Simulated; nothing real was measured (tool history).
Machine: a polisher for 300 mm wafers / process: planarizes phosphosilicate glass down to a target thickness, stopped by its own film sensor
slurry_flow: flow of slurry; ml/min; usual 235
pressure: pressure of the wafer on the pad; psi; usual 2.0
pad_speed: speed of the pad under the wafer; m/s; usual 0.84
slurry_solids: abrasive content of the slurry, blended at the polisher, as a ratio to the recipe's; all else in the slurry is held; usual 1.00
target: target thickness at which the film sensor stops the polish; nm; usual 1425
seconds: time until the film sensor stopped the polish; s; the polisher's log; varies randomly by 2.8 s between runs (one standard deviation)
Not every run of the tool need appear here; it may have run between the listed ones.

| run | day | slurry_flow | pressure | pad_speed | slurry_solids | target | incoming thickness of the incoming film, nm | seconds |
|---|---|---|---|---|---|---|---|---|
| 1 | 0.000 | 235 | 2.0 | 0.84 | 1.00 | 1295 | 2032.8 | 183.6 |
| 2 | 1.550 | 235 | 2.0 | 0.84 | 1.00 | 1425 | 2066.5 | 159.7 |
|  | 2.454 | worn pad replaced by a new one |
|  | 2.929 | slurry nozzle cleaned |
| 3 | 5.246 | 235 | 2.0 | 0.84 | 1.00 | 1425 | 2053.0 | 156.7 |
| 4 | 9.058 | 235 | 2.0 | 0.84 | 1.00 | 1425 | 2055.7 | 160.7 |
| 5 | 12.542 | 205 | 2.0 | 0.84 | 1.00 | 1425 | 2079.9 | 176.8 |
|  | 14.171 | head pressure recalibrated |
| 6 | 15.929 | 165 | 2.2 | 0.84 | 1.00 | 1332 | 2074.2 | 196.1 |
|  | 25.767 | conditioning disc replaced and pad reconditioned |
|  | 25.821 | slurry blender recalibrated |
| 7 | 26.042 | 235 | 2.0 | 1.08 | 0.75 | 1425 | 2033.8 | 140.9 |
| 8 | 29.912 | 315 | 2.0 | 1.08 | 0.80 | 1425 | 2053.5 | 135.9 |
|  | 31.375 | worn pad replaced by a new one |
| 9 | 31.471 | 235 | 2.0 | 0.84 | 1.00 | 1425 | 2064.6 | 159.6 |
|  | 33.729 | slurry nozzle cleaned |
| 10 | 35.892 | 235 | 2.0 | 0.84 | 0.85 | 1425 | 2054.3 | 172.3 |
| 11 | 37.421 | 235 | 2.0 | 0.84 | 0.85 | 1425 | 2064.9 | 178.4 |
| 12 | 39.821 | 235 | 2.0 | 0.84 | 1.00 | 1425 | 2067.4 | 166.1 |
| 13 | 41.612 | 235 | 1.5 | 0.84 | 1.00 | 1425 | 2044.9 | 201.1 |
| 14 | 44.275 | 300 | 2.0 | 0.84 | 0.75 | 1425 | 2074.9 | 193.4 |
| 15 | 47.900 | 235 | 2.0 | 0.84 | 1.00 | 1425 | 2079.0 | 185.4 |
|  | 48.133 | slurry blender recalibrated |
| 16 | 50.154 | 205 | 1.5 | 0.84 | 1.30 | 1485 | 2042.6 | 154.1 |
| 17 | 52.267 | 235 | 2.0 | 0.84 | 1.00 | 1425 | 2035.2 | 154.9 |
|  | 52.775 | conditioning disc replaced and pad reconditioned |
|  | 54.142 | worn pad replaced by a new one |
| 18 | 55.738 | 235 | 2.5 | 0.62 | 0.90 | 1353 | 2048.8 | 198.5 |
| 19 | 57.492 | 295 | 2.7 | 0.76 | 1.00 | 1425 | 2075.5 | 140.3 |
| 20 | 61.438 | 235 | 2.0 | 0.84 | 1.00 | 1295 | 2023.3 | 190.6 |
| 21 | 64.288 | 210 | 2.6 | 0.84 | 1.00 | 1425 | 2060.8 | 140.7 |
|  | 64.571 | head pressure recalibrated |
|  | 65.817 | slurry nozzle cleaned |
| 22 | 66.608 | 285 | 2.4 | 0.84 | 1.00 | 1425 | 2067.3 | 155.1 |
|  | 76.271 | slurry blender recalibrated |
|  | 78.312 | conditioning disc replaced and pad reconditioned |
| 23 | 80.021 | 235 | 2.0 | 0.84 | 1.00 | 1301 | 2060.2 | 186.5 |
|  | 81.954 | worn pad replaced by a new one |
| 24 | 83.917 | 235 | 2.0 | 0.84 | 1.10 | 1269 | 2041.4 | 179.2 |

Alternative continuations, all from the tool just after run 24; predict every row:
| A | 83.938 | 235 | 2.0 | 0.84 | 1.00 | 1425 | 2102.0 | ? |
| B | 83.938 | 235 | 2.2 | 0.84 | 1.00 | 1425 | 2102.0 | ? |
| C | 83.938 | 235 | 1.7 | 0.84 | 1.00 | 1291 | 2102.0 | ? |
| D | 83.938 | 235 | 2.0 | 0.84 | 1.00 | 1518 | 2102.0 | ? |
| E | 83.938 | 195 | 2.0 | 0.66 | 1.25 | 1425 | 2102.0 | ? |

| run | seconds |
|---|---|
| A | 165.9 |
| B | 155.2 |
| C | 221.9 |
| D | 143.1 |
| E | 182.9 |
Had the tool no hidden state, the same runs would have come out as:
| run | seconds |
|---|---|
| A | 162.7 |
| B | 152.1 |
| C | 217.5 |
| D | 140.3 |
| E | 179.8 |
